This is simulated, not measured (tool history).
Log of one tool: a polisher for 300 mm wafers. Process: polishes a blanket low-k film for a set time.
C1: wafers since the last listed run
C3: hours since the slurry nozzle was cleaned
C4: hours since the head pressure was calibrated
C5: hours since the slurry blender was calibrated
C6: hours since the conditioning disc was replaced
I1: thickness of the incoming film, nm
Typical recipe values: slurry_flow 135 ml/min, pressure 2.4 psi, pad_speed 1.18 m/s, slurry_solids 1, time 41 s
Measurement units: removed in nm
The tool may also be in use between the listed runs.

Run 1, hour 0: usual settings but pressure 2.2 psi, time 36 s; C1 0; wafers polished on this pad 212; C3 181.3; C4 461.6; C5 267.7; C6 154.2; I1 502.6. Result: removed 14.5 nm.
Run 2, hour 9.6: usual settings; C1 66; wafers polished on this pad 279; C3 190.9; C4 471.2; C5 277.3; C6 163.8; I1 516.2. Result: removed 16.9 nm.
Run 3, hour 21.7: usual settings; C1 84; wafers polished on this pad 363; C3 203; C4 483.3; C5 289.4; C6 175.9; I1 501.1. Result: removed 16.7 nm.
Run 4, hour 35.7: usual settings but slurry_flow 100 ml/min; C1 97; wafers polished on this pad 461; C3 217; C4 497.3; C5 303.4; C6 189.9; I1 508.1. Result: removed 16.2 nm.
Run 5, hour 45.1: usual settings but slurry_flow 100 ml/min; C1 65; wafers polished on this pad 527; C3 226.4; C4 506.7; C5 312.8; C6 199.3; I1 507.9. Result: removed 16.5 nm.
Run 6, hour 62.1: usual settings; C1 118; wafers polished on this pad 645; C3 243.4; C4 523.7; C5 329.8; C6 216.3; I1 509. Result: removed 16.6 nm.
At hour 94.2: worn pad replaced by a new one.
Run 7, hour 100: usual settings; C1 236; wafers polished on this pad 40; C3 281.3; C4 561.6; C5 367.7; C6 254.2; I1 502.2. Result: removed 16.6 nm.
Run 8, hour 107: usual settings; C1 48; wafers polished on this pad 89; C3 288.3; C4 568.6; C5 374.7; C6 261.2; I1 504. Result: removed 16.8 nm.
Run 9, hour 124.7: usual settings; C1 123; wafers polished on this pad 212; C3 306; C4 586.3; C5 392.4; C6 278.9; I1 500.6. Result: removed 16.5 nm.
At hour 130.6: slurry blender recalibrated.
Run 10, hour 140.9: usual settings but slurry_flow 105 ml/min, time 31 s; C1 99; wafers polished on this pad 311; C3 322.2; C4 602.5; C5 10.3; C6 295.1; I1 513.3. Result: removed 12.3 nm.
Run 11, hour 157.5: usual settings but slurry_flow 105 ml/min, time 31 s; C1 115; wafers polished on this pad 427; C3 338.8; C4 619.1; C5 26.9; C6 311.7; I1 506.7. Result: removed 12 nm.
Run 12, hour 172.4: usual settings but slurry_flow 105 ml/min, time 31 s; C1 103; wafers polished on this pad 531; C3 353.7; C4 634; C5 41.8; C6 326.6; I1 513.6. Result: removed 12.1 nm.
Run 13, hour 192.2: usual settings; C1 138; wafers polished on this pad 669; C3 373.5; C4 653.8; C5 61.6; C6 346.4; I1 510.3. Result: removed 16.6 nm.
At hour 202: worn pad replaced by a new one.
Run 14, hour 202.5: usual settings but slurry_flow 150 ml/min, slurry_solids 1.15; C1 43; wafers polished on this pad 3; C3 383.8; C4 664.1; C5 71.9; C6 356.7; I1 511.9. Result: removed 17.4 nm.
Run 15, hour 221.7: usual settings; C1 133; wafers polished on this pad 137; C3 403; C4 683.3; C5 91.1; C6 375.9; I1 509. Result: removed 16.1 nm.
Run 16, hour 246.5: usual settings but slurry_flow 115 ml/min; C1 173; wafers polished on this pad 310; C3 427.8; C4 708.1; C5 115.9; C6 400.7; I1 514.9. Result: removed 15.9 nm.
Run 17, hour 261: usual settings; C1 101; wafers polished on this pad 411; C3 442.3; C4 722.6; C5 130.4; C6 415.2; I1 519. Result: removed 16.4 nm.
Run 18, hour 269.4: usual settings but slurry_flow 105 ml/min, pressure 2.9 psi, time 52 s; C1 58; wafers polished on this pad 470; C3 450.7; C4 731; C5 138.8; C6 423.6; I1 498.6. Result: removed 22.1 nm.
Run 19, hour 276.9: usual settings but slurry_flow 105 ml/min, pressure 1.8 psi, pad_speed 1.58 m/s, time 52 s; C1 52; wafers polished on this pad 522; C3 458.2; C4 738.5; C5 146.3; C6 431.1; I1 505.3. Result: removed 20.4 nm.
Run 20, hour 285.8: usual settings but pad_speed 1.48 m/s; C1 62; wafers polished on this pad 585; C3 467.1; C4 747.4; C5 155.2; C6 440; I1 520.2. Result: removed 18.8 nm.
At hour 289.7: head pressure recalibrated.
Run 21, hour 297.2: usual settings but time 28 s; C1 65; wafers polished on this pad 650; C3 478.5; C4 7.5; C5 166.6; C6 451.4; I1 521. Result: removed 11 nm.
At hour 304: conditioning disc replaced and pad reconditioned.
Run 22, hour 312.2: usual settings but pad_speed 0.84 m/s, slurry_solids 0.7, time 30 s; C1 90; wafers polished on this pad 741; C3 493.5; C4 22.5; C5 181.6; C6 8.2; I1 505.4. Result: removed 10.2 nm.
At hour 324: slurry nozzle cleaned.
At hour 324.7: worn pad replaced by a new one.
Run 23, hour 325.2: usual settings but pad_speed 0.88 m/s, slurry_solids 0.9; C1 78; wafers polished on this pad 3; C3 1.2; C4 35.5; C5 194.6; C6 21.2; I1 505.4. Result: removed 15.4 nm.
Run 24, hour 338.1: usual settings but pressure 1.8 psi, slurry_solids 1.15; C1 90; wafers polished on this pad 93; C3 14.1; C4 48.4; C5 207.5; C6 34.1; I1 501. Result: removed 16.9 nm.
Run 25, hour 383.9: usual settings but pressure 1.8 psi; C1 319; wafers polished on this pad 412; C3 59.9; C4 94.2; C5 253.3; C6 79.9; I1 502.1. Result: removed 15.2 nm.
Run 26, hour 396: usual settings; C1 84; wafers polished on this pad 497; C3 72; C4 106.3; C5 265.4; C6 92; I1 508.9. Result: removed 17.8 nm.
Run 27, hour 411.1: usual settings but slurry_solids 0.7; C1 105; wafers polished on this pad 602; C3 87.1; C4 121.4; C5 280.5; C6 107.1; I1 506.3. Result: removed 15.6 nm.

Branching from run 27: 3 alternative next runs. What would each branch give?
Run A, hour 411.5: usual settings but slurry_flow 180 ml/min; C1 2; wafers polished on this pad 605; C3 87.5; C4 121.8; C5 280.9; C6 107.5; I1 511. Result: removed ?.
Run B, hour 411.5: usual settings but slurry_flow 115 ml/min, pad_speed 1.4 m/s; C1 2; wafers polished on this pad 605; C3 87.5; C4 121.8; C5 280.9; C6 107.5; I1 511. Result: removed ?.
Run C, hour 411.5: usual settings but pressure 3 psi, time 28 s; C1 2; wafers polished on this pad 605; C3 87.5; C4 121.8; C5 280.9; C6 107.5; I1 511. Result: removed ?.

run  removed
  A     18.4
  B     19.4
  C     13.8
Had the tool no hidden state, the same runs would have come out as:
run  removed
  A     21.2
  B     22.7
  C     16.1
